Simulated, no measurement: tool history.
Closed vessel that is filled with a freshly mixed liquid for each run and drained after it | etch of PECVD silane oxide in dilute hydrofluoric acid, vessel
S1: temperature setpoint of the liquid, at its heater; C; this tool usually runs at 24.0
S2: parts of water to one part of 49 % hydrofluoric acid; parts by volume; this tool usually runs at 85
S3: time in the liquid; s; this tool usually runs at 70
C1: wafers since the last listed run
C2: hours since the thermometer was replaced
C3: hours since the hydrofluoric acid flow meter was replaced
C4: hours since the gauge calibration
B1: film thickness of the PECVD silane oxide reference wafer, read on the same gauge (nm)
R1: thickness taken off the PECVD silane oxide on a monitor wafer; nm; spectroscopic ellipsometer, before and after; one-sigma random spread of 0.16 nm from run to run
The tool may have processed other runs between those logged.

run	hour	S1	S2	S3	C1	C2	C3	C4	B1	R1
1	0.0	24.0	85	70	0	1322.7	1417.6	74.7	69.99	31.43
2	7.6	20.5	85	80	794	1330.3	1425.2	82.3	70.02	30.93
3	25.9	20.5	85	80	1912	1348.6	1443.5	100.6	70.01	30.82
4	42.2	20.5	85	80	1703	1364.9	1459.8	116.9	69.99	30.71
5	56.2	24.0	75	70	1463	1378.9	1473.8	130.9	70.02	35.72
6	73.9	24.0	75	70	1849	1396.6	1491.5	148.6	69.99	35.69
# hour 79.4: gauge calibrated
7	87.9	24.0	85	70	1463	1410.6	1505.5	8.5	70.03	31.20
8	96.2	24.0	85	50	867	1418.9	1513.8	16.8	70.02	22.08
# hour 103.2: thermometer replaced
9	107.8	24.0	85	70	1107	4.6	1525.4	28.4	70.00	30.83
# hour 119.4: hydrofluoric acid flow meter replaced
10	125.1	24.0	85	70	1703	21.9	5.7	45.7	69.98	34.61
11	136.4	21.5	60	45	1181	33.2	17.0	57.0	69.98	29.27
12	150.5	28.0	85	40	1473	47.3	31.1	71.1	69.99	23.32
13	158.7	28.0	85	110	857	55.5	39.3	79.3	69.99	63.30
14	165.5	24.0	55	40	710	62.3	46.1	86.1	70.00	31.63
15	179.4	24.0	120	70	1452	76.2	60.0	100.0	70.02	23.39
16	220.5	21.5	60	45	4295	117.3	101.1	141.1	69.99	29.30

5 ways to go on from here, each from the tool as it stands after run 16. What would each give?
A	221.2	24.0	85	70	73	118.0	101.8	141.8	?	?
B	221.2	19.5	85	90	73	118.0	101.8	141.8	?	?
C	221.2	24.0	85	35	73	118.0	101.8	141.8	?	?
D	221.2	22.0	105	30	73	118.0	101.8	141.8	?	?
E	221.2	24.0	60	55	73	118.0	101.8	141.8	?	?

run	B1	R1
A	70.00	34.52
B	70.00	36.94
C	70.00	17.26
D	70.00	10.78
E	70.00	39.72
Take away the tool's hidden state, keep each run's random variation, and the runs would have read:
run	R1
A	36.17
B	38.69
C	18.09
D	11.30
E	41.57
